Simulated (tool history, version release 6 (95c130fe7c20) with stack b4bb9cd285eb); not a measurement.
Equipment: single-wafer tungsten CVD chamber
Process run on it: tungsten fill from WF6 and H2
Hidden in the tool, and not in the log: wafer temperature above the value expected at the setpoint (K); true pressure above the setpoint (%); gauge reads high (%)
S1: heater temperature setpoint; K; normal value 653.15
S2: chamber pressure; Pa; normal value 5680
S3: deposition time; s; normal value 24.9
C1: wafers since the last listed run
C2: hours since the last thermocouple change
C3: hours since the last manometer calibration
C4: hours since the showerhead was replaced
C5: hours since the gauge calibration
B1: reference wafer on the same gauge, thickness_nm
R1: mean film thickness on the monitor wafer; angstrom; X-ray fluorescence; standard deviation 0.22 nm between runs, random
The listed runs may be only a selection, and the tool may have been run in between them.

run	hour	S1	S2	S3	C1	C2	C3	C4	C5	B1	R1
1	0.0	653.15	5680	24.9	0	2514.0	1163.0	8630.7	269.2	56.189	656.98
2	16.5	653.15	5680	24.9	207	2530.5	1179.5	8647.2	285.7	56.107	649.13
3	32.6	653.15	5680	24.9	202	2546.6	1195.6	8663.3	301.8	56.195	654.36
4	61.9	653.15	5680	24.9	367	2575.9	1224.9	8692.6	331.1	56.199	653.66
5	79.1	653.15	5680	24.9	215	2593.1	1242.1	8709.8	348.3	56.235	656.17
6	127.8	653.15	5680	24.9	611	2641.8	1290.8	8758.5	397.0	56.199	654.57
7	140.7	653.15	5680	24.9	161	2654.7	1303.7	8771.4	409.9	56.184	656.49
# hour 151.3: gauge calibrated
8	153.7	653.15	5146	24.9	163	2667.7	1316.7	8784.4	2.4	56.167	639.98
9	164.7	653.15	5146	24.9	138	2678.7	1327.7	8795.4	13.4	56.152	639.01
10	174.5	653.15	5680	27.2	123	2688.5	1337.5	8805.2	23.2	56.172	721.39
11	210.9	653.15	5680	27.2	456	2724.9	1373.9	8841.6	59.6	56.165	727.21
12	228.2	653.15	5680	24.9	217	2742.2	1391.2	8858.9	76.9	56.275	663.41
13	237.4	653.15	5680	24.9	115	2751.4	1400.4	8868.1	86.1	56.181	661.20
# hour 253.1: showerhead replaced
14	255.2	653.15	5680	24.9	123	2769.2	1418.2	2.1	103.9	56.184	664.87
# hour 275.2: capacitance manometer re-zeroed and calibrated
15	303.8	653.15	5680	24.9	509	2817.8	28.6	50.7	152.5	56.177	664.78
# hour 317.1: thermocouple changed; heater temperature recalibrated
16	321.0	653.15	5680	24.9	115	3.9	45.8	67.9	169.7	56.136	569.69
17	331.5	665.15	6119	26.6	131	14.4	56.3	78.4	180.2	56.175	820.54
18	348.6	643.15	6173	21.5	214	31.5	73.4	95.5	197.3	56.187	398.40
19	359.2	668.15	4920	29.8	133	42.1	84.0	106.1	207.9	56.237	921.94
20	375.4	665.15	5680	24.9	203	58.3	100.2	122.3	224.1	56.187	750.25
21	385.3	653.15	4773	20.2	124	68.2	110.1	132.2	234.0	56.269	446.75
22	398.9	638.15	6866	20.6	170	81.8	123.7	145.8	247.6	56.260	348.71
23	405.3	659.15	6906	26.8	80	88.2	130.1	152.2	254.0	56.191	756.03
24	422.6	667.15	6413	29.4	217	105.5	147.4	169.5	271.3	56.194	963.30

3 ways to go on from here, each from the tool as it stands after run 24. What would each give?
A	423.0	653.15	6053	24.9	5	105.9	147.8	169.9	271.7	?	?
B	423.0	648.15	5680	24.9	5	105.9	147.8	169.9	271.7	?	?
C	423.0	668.15	5680	29.5	5	105.9	147.8	169.9	271.7	?	?

run	B1	R1
A	56.237	588.75
B	56.237	514.41
C	56.237	956.64
Without the tool's unlogged condition, the same runs would have read:
run	R1
A	590.51
B	515.97
C	959.26
